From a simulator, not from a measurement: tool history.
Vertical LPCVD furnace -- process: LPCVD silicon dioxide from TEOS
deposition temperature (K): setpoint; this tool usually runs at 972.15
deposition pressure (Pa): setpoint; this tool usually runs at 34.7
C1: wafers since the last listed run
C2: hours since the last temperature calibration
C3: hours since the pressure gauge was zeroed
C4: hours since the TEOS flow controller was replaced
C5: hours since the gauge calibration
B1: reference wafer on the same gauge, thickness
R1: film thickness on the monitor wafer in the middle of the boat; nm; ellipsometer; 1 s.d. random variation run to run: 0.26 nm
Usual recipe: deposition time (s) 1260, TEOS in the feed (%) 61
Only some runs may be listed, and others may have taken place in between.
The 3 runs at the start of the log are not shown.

Run 4, hour 35.9: usual settings; C1 194; C2 4585.0; C3 3537.1; C4 3148.4; C5 304.7; B1 124.93. Result: R1 152.60 nm.
At hour 64.3: pressure gauge zeroed.
Run 5, hour 64.8: usual settings but deposition temperature (K) 975.15, TEOS in the feed (%) 70; C1 56; C2 4613.9; C3 0.5; C4 3177.3; C5 333.6; B1 124.99. Result: R1 175.56 nm.
Run 6, hour 69.3: usual settings but deposition temperature (K) 975.15, TEOS in the feed (%) 70; C1 51; C2 4618.4; C3 5.0; C4 3181.8; C5 338.1; B1 124.90. Result: R1 175.28 nm.
Run 7, hour 73.8: usual settings but deposition temperature (K) 975.15, TEOS in the feed (%) 70; C1 51; C2 4622.9; C3 9.5; C4 3186.3; C5 342.6; B1 124.98. Result: R1 174.77 nm.
At hour 103.0: TEOS flow controller replaced.
At hour 111.5: thermocouples replaced and temperature profile calibrated.
Run 8, hour 112.0: usual settings; C1 64; C2 0.5; C3 47.7; C4 9.0; C5 380.8; B1 125.05. Result: R1 135.84 nm.
Run 9, hour 116.5: usual settings; C1 51; C2 5.0; C3 52.2; C4 13.5; C5 385.3; B1 125.01. Result: R1 136.43 nm.
Run 10, hour 121.0: usual settings but deposition pressure (Pa) 30.7; C1 51; C2 9.5; C3 56.7; C4 18.0; C5 389.8; B1 125.01. Result: R1 127.97 nm.
Run 11, hour 125.5: usual settings but deposition time (s) 1080; C1 51; C2 14.0; C3 61.2; C4 22.5; C5 394.3; B1 125.03. Result: R1 116.62 nm.
Run 12, hour 130.0: usual settings; C1 51; C2 18.5; C3 65.7; C4 27.0; C5 398.8; B1 125.02. Result: R1 136.29 nm.
Run 13, hour 134.5: usual settings but deposition temperature (K) 967.15, deposition pressure (Pa) 38.0, deposition time (s) 1500; C1 51; C2 23.0; C3 70.2; C4 31.5; C5 403.3; B1 125.07. Result: R1 150.71 nm.
Run 14, hour 151.7: usual settings but deposition temperature (K) 976.15, deposition pressure (Pa) 26.0; C1 197; C2 40.2; C3 87.4; C4 48.7; C5 420.5; B1 124.91. Result: R1 129.15 nm.
Run 15, hour 170.1: usual settings; C1 210; C2 58.6; C3 105.8; C4 67.1; C5 438.9; B1 124.95. Result: R1 136.00 nm.
At hour 203.4: gauge calibrated.
Run 16, hour 208.1: usual settings but deposition temperature (K) 979.15, deposition pressure (Pa) 26.7, deposition time (s) 1470; C1 435; C2 96.6; C3 143.8; C4 105.1; C5 4.7; B1 125.01. Result: R1 163.65 nm.
Run 17, hour 217.9: usual settings but deposition time (s) 1440; C1 112; C2 106.4; C3 153.6; C4 114.9; C5 14.5; B1 125.05. Result: R1 155.94 nm.
Run 18, hour 228.9: usual settings but deposition pressure (Pa) 29.3, deposition time (s) 1740; C1 126; C2 117.4; C3 164.6; C4 125.9; C5 25.5; B1 124.99. Result: R1 173.74 nm.
Run 19, hour 243.4: usual settings but deposition pressure (Pa) 31.3; C1 166; C2 131.9; C3 179.1; C4 140.4; C5 40.0; B1 124.95. Result: R1 129.96 nm.
Run 20, hour 255.4: usual settings but deposition pressure (Pa) 31.3, TEOS in the feed (%) 64; C1 137; C2 143.9; C3 191.1; C4 152.4; C5 52.0; B1 125.00. Result: R1 132.48 nm.
Run 21, hour 263.6: usual settings but deposition temperature (K) 976.15, deposition pressure (Pa) 26.0; C1 93; C2 152.1; C3 199.3; C4 160.6; C5 60.2; B1 125.06. Result: R1 129.73 nm.
Run 22, hour 278.1: usual settings but deposition temperature (K) 982.15, deposition pressure (Pa) 41.3, deposition time (s) 810, TEOS in the feed (%) 67; C1 166; C2 166.6; C3 213.8; C4 175.1; C5 74.7; B1 124.96. Result: R1 126.68 nm.
Run 23, hour 286.5: usual settings; C1 96; C2 175.0; C3 222.2; C4 183.5; C5 83.1; B1 124.89. Result: R1 136.67 nm.
Run 24, hour 295.4: usual settings but deposition temperature (K) 962.15, deposition pressure (Pa) 38.0, deposition time (s) 1410, TEOS in the feed (%) 50; C1 101; C2 183.9; C3 231.1; C4 192.4; C5 92.0; B1 125.07. Result: R1 114.66 nm.
Run 25, hour 311.1: usual settings but deposition pressure (Pa) 32.0; C1 179; C2 199.6; C3 246.8; C4 208.1; C5 107.7; B1 125.07. Result: R1 131.31 nm.

Estimate the outcome of run 26 from the log above:
Run 26, hour 319.0: usual settings but deposition temperature (K) 965.15, deposition pressure (Pa) 38.0, deposition time (s) 1050, TEOS in the feed (%) 53; C1 90; C2 207.5; C3 254.7; C4 216.0; C5 115.6; B1 ?. Result: R1 ?.

{"run 26": {"B1": 124.95, "R1": 93.96}}
The same run, on a tool lacking any hidden state, would have yielded R1 93.17 nm.
